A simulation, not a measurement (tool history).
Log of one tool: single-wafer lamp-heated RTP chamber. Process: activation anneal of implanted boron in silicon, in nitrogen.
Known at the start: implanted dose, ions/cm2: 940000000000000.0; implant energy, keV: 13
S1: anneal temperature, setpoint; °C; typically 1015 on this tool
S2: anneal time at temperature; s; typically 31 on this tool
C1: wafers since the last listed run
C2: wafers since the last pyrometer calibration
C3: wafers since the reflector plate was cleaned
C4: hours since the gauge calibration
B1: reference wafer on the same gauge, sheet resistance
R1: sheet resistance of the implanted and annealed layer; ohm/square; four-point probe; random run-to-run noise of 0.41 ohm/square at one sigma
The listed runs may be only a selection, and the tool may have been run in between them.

run 1 hour=0.0 | S1=1015 S2=31 | C1=0 C2=3813 C3=5318 C4=2280.3 | B1=153.01 | R1=141.98
run 2 hour=55.8 | S1=1015 S2=31 | C1=1107 C2=4921 C3=6426 C4=2336.1 | B1=153.07 | R1=141.47
run 3 hour=107.1 | S1=1015 S2=31 | C1=1018 C2=5939 C3=7444 C4=2387.4 | B1=153.12 | R1=141.05
run 4 hour=279.3 | S1=1015 S2=31 | C1=3417 C2=9356 C3=10861 C4=2559.6 | B1=153.15 | R1=141.37
run 5 hour=370.5 | S1=1015 S2=31 | C1=1809 C2=11166 C3=12671 C4=2650.8 | B1=152.96 | R1=140.87
-- hour=428.5 reflector plate cleaned
run 6 hour=462.8 | S1=1015 S2=31 | C1=1672 C2=12838 C3=679 C4=2743.1 | B1=152.94 | R1=141.63
run 7 hour=525.6 | S1=1015 S2=31 | C1=1246 C2=14085 C3=1925 C4=2805.9 | B1=152.95 | R1=141.21
run 8 hour=616.0 | S1=1015 S2=31 | C1=1793 C2=15879 C3=3719 C4=2896.3 | B1=152.90 | R1=140.83
-- hour=645.2 pyrometer window cleaned and pyrometer calibrated
run 9 hour=652.6 | S1=1015 S2=31 | C1=567 C2=146 C3=4287 C4=2932.9 | B1=153.11 | R1=142.94
run 10 hour=711.9 | S1=1015 S2=31 | C1=1176 C2=1323 C3=5464 C4=2992.2 | B1=152.84 | R1=141.84
run 11 hour=761.7 | S1=1035 S2=43 | C1=988 C2=2311 C3=6452 C4=3042.0 | B1=153.15 | R1=137.37
run 12 hour=857.7 | S1=1035 S2=43 | C1=1905 C2=4216 C3=8357 C4=3138.0 | B1=153.04 | R1=137.30
run 13 hour=905.8 | S1=988 S2=47 | C1=954 C2=5171 C3=9311 C4=3186.1 | B1=152.94 | R1=145.08
run 14 hour=994.5 | S1=996 S2=13 | C1=1760 C2=6931 C3=11072 C4=3274.8 | B1=153.07 | R1=147.03
run 15 hour=1033.5 | S1=1015 S2=31 | C1=773 C2=7705 C3=11846 C4=3313.8 | B1=152.92 | R1=141.14
run 16 hour=1091.9 | S1=1015 S2=31 | C1=1158 C2=8864 C3=13004 C4=3372.2 | B1=152.80 | R1=141.42
-- hour=1195.0 reflector plate cleaned
run 17 hour=1195.5 | S1=1015 S2=16 | C1=1897 C2=10761 C3=10 C4=3475.8 | B1=152.93 | R1=142.33
run 18 hour=1249.0 | S1=1015 S2=17 | C1=1061 C2=11823 C3=1071 C4=3529.3 | B1=153.07 | R1=142.26
-- hour=1314.1 pyrometer window cleaned and pyrometer calibrated
run 19 hour=1350.7 | S1=990 S2=26 | C1=1859 C2=725 C3=2931 C4=3631.0 | B1=153.21 | R1=149.23
-- hour=1421.2 gauge calibrated
run 20 hour=1445.4 | S1=1015 S2=45 | C1=1879 C2=2605 C3=4810 C4=24.2 | B1=152.83 | R1=140.70
run 21 hour=1551.0 | S1=1005 S2=31 | C1=2095 C2=4700 C3=6906 C4=129.8 | B1=153.21 | R1=143.21
run 22 hour=1600.3 | S1=1040 S2=31 | C1=978 C2=5679 C3=7884 C4=179.1 | B1=153.11 | R1=137.95
run 23 hour=1681.6 | S1=1024 S2=31 | C1=1613 C2=7292 C3=9497 C4=260.4 | B1=153.01 | R1=139.90
run 24 hour=1725.3 | S1=986 S2=45 | C1=867 C2=8159 C3=10364 C4=304.1 | B1=153.00 | R1=145.10
run 25 hour=1831.0 | S1=999 S2=22 | C1=2097 C2=10257 C3=12462 C4=409.8 | B1=153.05 | R1=144.58
run 26 hour=1913.2 | S1=1042 S2=36 | C1=1631 C2=11888 C3=14093 C4=492.0 | B1=153.25 | R1=137.60
run 27 hour=1960.4 | S1=998 S2=17 | C1=936 C2=12824 C3=15030 C4=539.2 | B1=153.13 | R1=145.69
-- hour=1992.6 reflector plate cleaned
-- hour=2009.0 pyrometer window cleaned and pyrometer calibrated
run 28 hour=2216.7 | S1=1015 S2=31 | C1=4768 C2=4121 C3=4288 C4=795.5 | B1=153.10 | R1=140.95
run 29 hour=2256.4 | S1=1015 S2=31 | C1=787 C2=4908 C3=5076 C4=835.2 | B1=153.09 | R1=141.62
run 30 hour=2360.9 | S1=1033 S2=26 | C1=2073 C2=6982 C3=7149 C4=939.7 | B1=152.93 | R1=139.21
run 31 hour=2445.3 | S1=1003 S2=31 | C1=1674 C2=8657 C3=8824 C4=1024.1 | B1=153.00 | R1=143.59
run 32 hour=2518.6 | S1=998 S2=13 | C1=1454 C2=10112 C3=10279 C4=1097.4 | B1=152.95 | R1=146.70
run 33 hour=2609.7 | S1=1028 S2=48 | C1=1807 C2=11919 C3=12087 C4=1188.5 | B1=153.05 | R1=137.43
-- hour=2656.1 pyrometer window cleaned and pyrometer calibrated
-- hour=2745.3 reflector plate cleaned
run 34 hour=2932.2 | S1=1004 S2=31 | C1=6082 C2=5320 C3=3709 C4=1511.0 | B1=153.07 | R1=143.32
run 35 hour=2976.2 | S1=992 S2=38 | C1=873 C2=6193 C3=4582 C4=1555.0 | B1=152.91 | R1=144.98

Take each entry between the runs: how does the hidden state at the last listed run before it differ from the hidden state at the first listed run after it?
Run 5 -> run 6: reflector plate cleaned (hour 428.5)
  true wafer temperature minus pyrometer reading, K: 11.9 -> 12.3
  measured value less the no-hidden-state value, R1: -2.00 -> -2.07 ohm/square
Run 8 -> run 9: pyrometer window cleaned and pyrometer calibrated (hour 645.2)
  true wafer temperature minus pyrometer reading, K: 12.7 -> 1.1
  measured value less the no-hidden-state value, R1: -2.12 -> -0.19 ohm/square
Run 16 -> run 17: reflector plate cleaned (hour 1195.0)
  true wafer temperature minus pyrometer reading, K: 11.3 -> 12
  measured value less the no-hidden-state value, R1: -1.91 -> -2.14 ohm/square
Run 18 -> run 19: pyrometer window cleaned and pyrometer calibrated (hour 1314.1)
  true wafer temperature minus pyrometer reading, K: 12.3 -> 2.17
  measured value less the no-hidden-state value, R1: -2.15 -> -0.97 ohm/square
Run 19 -> run 20: gauge calibrated (hour 1421.2)
  true wafer temperature minus pyrometer reading, K: 2.17 -> 5.64
  measured value less the no-hidden-state value, R1: -0.97 -> -0.97 ohm/square
Run 27 -> run 28: reflector plate cleaned (hour 1992.6); pyrometer window cleaned and pyrometer calibrated (hour 2009.0)
  true wafer temperature minus pyrometer reading, K: 12.1 -> 7.59
  measured value less the no-hidden-state value, R1: -3.84 -> -1.29 ohm/square
Run 33 -> run 34: pyrometer window cleaned and pyrometer calibrated (hour 2656.1); reflector plate cleaned (hour 2745.3)
  true wafer temperature minus pyrometer reading, K: 11.9 -> 9.31
  measured value less the no-hidden-state value, R1: -1.57 -> -1.98 ohm/square

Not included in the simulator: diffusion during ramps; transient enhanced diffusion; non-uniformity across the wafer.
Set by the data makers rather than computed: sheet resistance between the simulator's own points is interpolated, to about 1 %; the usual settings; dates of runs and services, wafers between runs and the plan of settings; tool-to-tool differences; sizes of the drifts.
